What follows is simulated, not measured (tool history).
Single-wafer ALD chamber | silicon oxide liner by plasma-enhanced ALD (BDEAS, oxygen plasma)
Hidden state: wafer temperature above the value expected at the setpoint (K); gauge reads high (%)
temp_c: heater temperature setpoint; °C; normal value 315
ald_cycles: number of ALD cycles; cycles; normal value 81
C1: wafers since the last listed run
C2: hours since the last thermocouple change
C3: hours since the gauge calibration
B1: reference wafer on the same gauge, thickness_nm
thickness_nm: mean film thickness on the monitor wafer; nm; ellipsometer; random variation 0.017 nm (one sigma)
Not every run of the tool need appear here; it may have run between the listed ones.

run 1 hour=0.0 | temp_c=320 ald_cycles=71 | C1=0 C2=713.4 C3=435.4 | B1=8.011 | thickness_nm=5.874
run 2 hour=57.2 | temp_c=320 ald_cycles=71 | C1=331 C2=770.6 C3=492.6 | B1=8.011 | thickness_nm=5.873
run 3 hour=146.3 | temp_c=315 ald_cycles=81 | C1=515 C2=859.7 C3=581.7 | B1=8.013 | thickness_nm=6.705
run 4 hour=209.1 | temp_c=315 ald_cycles=81 | C1=363 C2=922.5 C3=644.5 | B1=8.009 | thickness_nm=6.739
run 5 hour=277.9 | temp_c=315 ald_cycles=81 | C1=398 C2=991.3 C3=713.3 | B1=8.011 | thickness_nm=6.709
run 6 hour=382.0 | temp_c=310 ald_cycles=81 | C1=602 C2=1095.4 C3=817.4 | B1=8.006 | thickness_nm=6.778
run 7 hour=439.9 | temp_c=315 ald_cycles=81 | C1=335 C2=1153.3 C3=875.3 | B1=8.013 | thickness_nm=6.709
run 8 hour=542.3 | temp_c=315 ald_cycles=81 | C1=592 C2=1255.7 C3=977.7 | B1=8.014 | thickness_nm=6.737
run 9 hour=583.9 | temp_c=315 ald_cycles=81 | C1=240 C2=1297.3 C3=1019.3 | B1=8.012 | thickness_nm=6.710
-- hour=758.9 gauge calibrated
run 10 hour=775.1 | temp_c=315 ald_cycles=89 | C1=1106 C2=1488.5 C3=16.2 | B1=8.015 | thickness_nm=7.373
run 11 hour=945.0 | temp_c=315 ald_cycles=81 | C1=983 C2=1658.4 C3=186.1 | B1=8.008 | thickness_nm=6.680
run 12 hour=985.0 | temp_c=315 ald_cycles=81 | C1=231 C2=1698.4 C3=226.1 | B1=8.007 | thickness_nm=6.692
run 13 hour=1071.5 | temp_c=308 ald_cycles=81 | C1=500 C2=1784.9 C3=312.6 | B1=8.008 | thickness_nm=6.754
run 14 hour=1108.3 | temp_c=308 ald_cycles=81 | C1=212 C2=1821.7 C3=349.4 | B1=8.013 | thickness_nm=6.768
-- hour=1124.4 thermocouple changed; heater temperature recalibrated
run 15 hour=1182.1 | temp_c=302 ald_cycles=94 | C1=380 C2=57.7 C3=423.2 | B1=8.010 | thickness_nm=8.022
run 16 hour=1246.7 | temp_c=323 ald_cycles=75 | C1=373 C2=122.3 C3=487.8 | B1=8.010 | thickness_nm=6.184
run 17 hour=1295.1 | temp_c=304 ald_cycles=81 | C1=280 C2=170.7 C3=536.2 | B1=8.013 | thickness_nm=6.874
run 18 hour=1372.9 | temp_c=315 ald_cycles=81 | C1=450 C2=248.5 C3=614.0 | B1=8.009 | thickness_nm=6.782
run 19 hour=1441.2 | temp_c=315 ald_cycles=81 | C1=395 C2=316.8 C3=682.3 | B1=8.011 | thickness_nm=6.761
run 20 hour=1509.6 | temp_c=306 ald_cycles=69 | C1=395 C2=385.2 C3=750.7 | B1=8.007 | thickness_nm=5.869
run 21 hour=1563.3 | temp_c=327 ald_cycles=95 | C1=310 C2=438.9 C3=804.4 | B1=8.013 | thickness_nm=7.746
run 22 hour=1653.1 | temp_c=304 ald_cycles=81 | C1=519 C2=528.7 C3=894.2 | B1=8.011 | thickness_nm=6.857
run 23 hour=1725.8 | temp_c=302 ald_cycles=95 | C1=420 C2=601.4 C3=966.9 | B1=8.010 | thickness_nm=8.081
-- hour=1803.8 gauge calibrated
run 24 hour=1820.9 | temp_c=321 ald_cycles=65 | C1=550 C2=696.5 C3=17.1 | B1=8.009 | thickness_nm=5.364
run 25 hour=1867.4 | temp_c=323 ald_cycles=90 | C1=269 C2=743.0 C3=63.6 | B1=8.007 | thickness_nm=7.439
run 26 hour=1907.2 | temp_c=320 ald_cycles=89 | C1=230 C2=782.8 C3=103.4 | B1=8.008 | thickness_nm=7.361
run 27 hour=1960.2 | temp_c=302 ald_cycles=91 | C1=306 C2=835.8 C3=156.4 | B1=8.010 | thickness_nm=7.737
run 28 hour=2016.3 | temp_c=315 ald_cycles=69 | C1=324 C2=891.9 C3=212.5 | B1=8.012 | thickness_nm=5.737
run 29 hour=2104.4 | temp_c=309 ald_cycles=88 | C1=509 C2=980.0 C3=300.6 | B1=8.013 | thickness_nm=7.423

Results for each run, recomputed without the tool's hidden state and with each run's random variation untouched:
run=1 thickness_nm=5.892
run=2 thickness_nm=5.892
run=3 thickness_nm=6.730
run=4 thickness_nm=6.766
run=5 thickness_nm=6.739
run=6 thickness_nm=6.812
run=7 thickness_nm=6.746
run=8 thickness_nm=6.779
run=9 thickness_nm=6.753
run=10 thickness_nm=7.433
run=11 thickness_nm=6.745
run=12 thickness_nm=6.760
run=13 thickness_nm=6.828
run=14 thickness_nm=6.845
run=15 thickness_nm=7.997
run=16 thickness_nm=6.176
run=17 thickness_nm=6.865
run=18 thickness_nm=6.774
run=19 thickness_nm=6.754
run=20 thickness_nm=5.864
run=21 thickness_nm=7.740
run=22 thickness_nm=6.854
run=23 thickness_nm=8.078
run=24 thickness_nm=5.364
run=25 thickness_nm=7.441
run=26 thickness_nm=7.364
run=27 thickness_nm=7.742
run=28 thickness_nm=5.743
run=29 thickness_nm=7.434
